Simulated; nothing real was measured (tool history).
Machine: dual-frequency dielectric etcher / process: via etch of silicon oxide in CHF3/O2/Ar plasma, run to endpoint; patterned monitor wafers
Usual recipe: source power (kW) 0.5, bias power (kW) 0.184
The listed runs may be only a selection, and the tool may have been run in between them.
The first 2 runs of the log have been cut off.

run	day	source power (kW)	bias power (kW)	wafers since the last listed run	hours since the last wet clean	hours since the last source power generator calibration	hours since the last bias power generator calibration	hours since the last upper electrode change	incoming incoming film thickness, nm	endpoint time (s)
3	5.208	0.5	0.184	339	338.3	178.5	576.6	125.5	569.4	294.5
4	6.25	0.5	0.184	123	363.3	203.5	601.6	150.5	566.7	294.1
5	7.646	0.5	0.184	166	396.8	237	635.1	184	569.9	296.6
# day 10.029: wet clean of the chamber, repeated, since the last time left the tool worse
6	10.288	0.5	0.184	195	6.2	300.4	698.5	247.4	568.2	304.5
7	16.567	0.5	0.184	747	156.9	451.1	849.2	398.1	566.8	307.2
8	18.354	0.5	0.184	212	199.8	494	892.1	441	564.2	308.1
9	20.967	0.5	0.184	310	262.5	556.7	954.8	503.7	569.5	308.2
10	22.2	0.46	0.184	146	292.1	586.3	984.4	533.3	566.3	311.8
11	23.962	0.44	0.223	209	334.4	628.6	1026.7	575.6	565.9	300.2
12	25.096	0.5	0.164	134	361.6	655.8	1053.9	602.8	565.3	315.5
13	28.017	0.58	0.206	347	431.7	725.9	1124	672.9	562.7	288.5
14	29.025	0.6	0.184	120	455.9	750.1	1148.2	697.1	565.9	297.5
# day 32.317: wet clean of the chamber
15	32.338	0.59	0.184	275	0.5	829.6	1227.7	776.6	558.2	287.8
16	33.812	0.46	0.201	175	35.9	865	1263.1	812	565.1	301.1
17	36.525	0.61	0.143	322	101	930.1	1328.2	877.1	565.1	308
18	39.067	0.38	0.227	302	162	991.1	1389.2	938.1	566.8	308.7

For run 19, what comes out?
19	40.367	0.5	0.165	154	193.2	1022.3	1420.4	969.3	564.9	?

{"run 19": {"endpoint time (s)": 312.5}}
The same run, on a tool lacking any hidden state, would have yielded endpoint time (s) 308.9.

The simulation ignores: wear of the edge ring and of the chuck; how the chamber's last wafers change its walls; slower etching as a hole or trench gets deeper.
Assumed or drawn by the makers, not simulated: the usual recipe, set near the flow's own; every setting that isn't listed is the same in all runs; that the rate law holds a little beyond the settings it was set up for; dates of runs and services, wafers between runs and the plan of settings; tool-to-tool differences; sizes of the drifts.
